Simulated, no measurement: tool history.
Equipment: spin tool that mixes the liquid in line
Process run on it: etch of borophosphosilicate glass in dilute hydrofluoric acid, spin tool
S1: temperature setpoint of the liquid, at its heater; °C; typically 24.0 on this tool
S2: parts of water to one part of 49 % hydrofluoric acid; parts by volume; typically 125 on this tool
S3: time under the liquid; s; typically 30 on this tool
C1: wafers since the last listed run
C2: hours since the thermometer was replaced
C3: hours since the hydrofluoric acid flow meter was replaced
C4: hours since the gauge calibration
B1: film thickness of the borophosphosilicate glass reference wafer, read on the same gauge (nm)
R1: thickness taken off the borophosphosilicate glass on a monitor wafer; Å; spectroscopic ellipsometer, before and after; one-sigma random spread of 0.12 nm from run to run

| run | hour | S1 | S2 | S3 | C1 | C2 | C3 | C4 | B1 | R1 |
|---|---|---|---|---|---|---|---|---|---|---|
| 1 | 0.0 | 24.0 | 125 | 30 | 0 | 1506.3 | 1799.2 | 349.4 | 30.00 | 190.1 |
| 2 | 107.9 | 24.0 | 125 | 30 | 1706 | 1614.2 | 1907.1 | 457.3 | 30.02 | 190.6 |
| 3 | 147.0 | 24.0 | 125 | 30 | 618 | 1653.3 | 1946.2 | 496.4 | 29.97 | 193.1 |
| 4 | 178.8 | 24.0 | 125 | 30 | 502 | 1685.1 | 1978.0 | 528.2 | 30.01 | 190.9 |
| 5 | 222.5 | 24.0 | 125 | 30 | 691 | 1728.8 | 2021.7 | 571.9 | 29.99 | 193.5 |
| 6 | 250.7 | 24.0 | 125 | 30 | 446 | 1757.0 | 2049.9 | 600.1 | 29.97 | 193.4 |
|  | 275.8 | thermometer replaced |
| 7 | 294.1 | 24.0 | 100 | 30 | 670 | 18.3 | 2093.3 | 643.5 | 30.02 | 231.6 |
|  | 307.4 | hydrofluoric acid flow meter replaced |
| 8 | 328.8 | 21.5 | 125 | 30 | 533 | 53.0 | 21.4 | 678.2 | 30.02 | 163.4 |
| 9 | 390.0 | 24.0 | 125 | 30 | 967 | 114.2 | 82.6 | 739.4 | 29.94 | 177.1 |
| 10 | 450.0 | 24.0 | 160 | 15 | 948 | 174.2 | 142.6 | 799.4 | 29.98 | 66.9 |
| 11 | 489.1 | 24.0 | 125 | 30 | 618 | 213.3 | 181.7 | 838.5 | 30.01 | 180.3 |
|  | 515.6 | gauge calibrated |
| 12 | 541.5 | 26.0 | 95 | 45 | 828 | 265.7 | 234.1 | 25.9 | 30.03 | 402.3 |
| 13 | 692.6 | 24.0 | 85 | 30 | 2389 | 416.8 | 385.2 | 177.0 | 29.97 | 280.2 |

What will run 14 give?
| 14 | 727.6 | 25.5 | 170 | 50 | 553 | 451.8 | 420.2 | 212.0 | ? | ? |

Run 14 produced B1 30.01, R1 223.7 Å.
On a tool with no hidden condition, and with the same random variation, this run would have come out at R1 215.8 Å.

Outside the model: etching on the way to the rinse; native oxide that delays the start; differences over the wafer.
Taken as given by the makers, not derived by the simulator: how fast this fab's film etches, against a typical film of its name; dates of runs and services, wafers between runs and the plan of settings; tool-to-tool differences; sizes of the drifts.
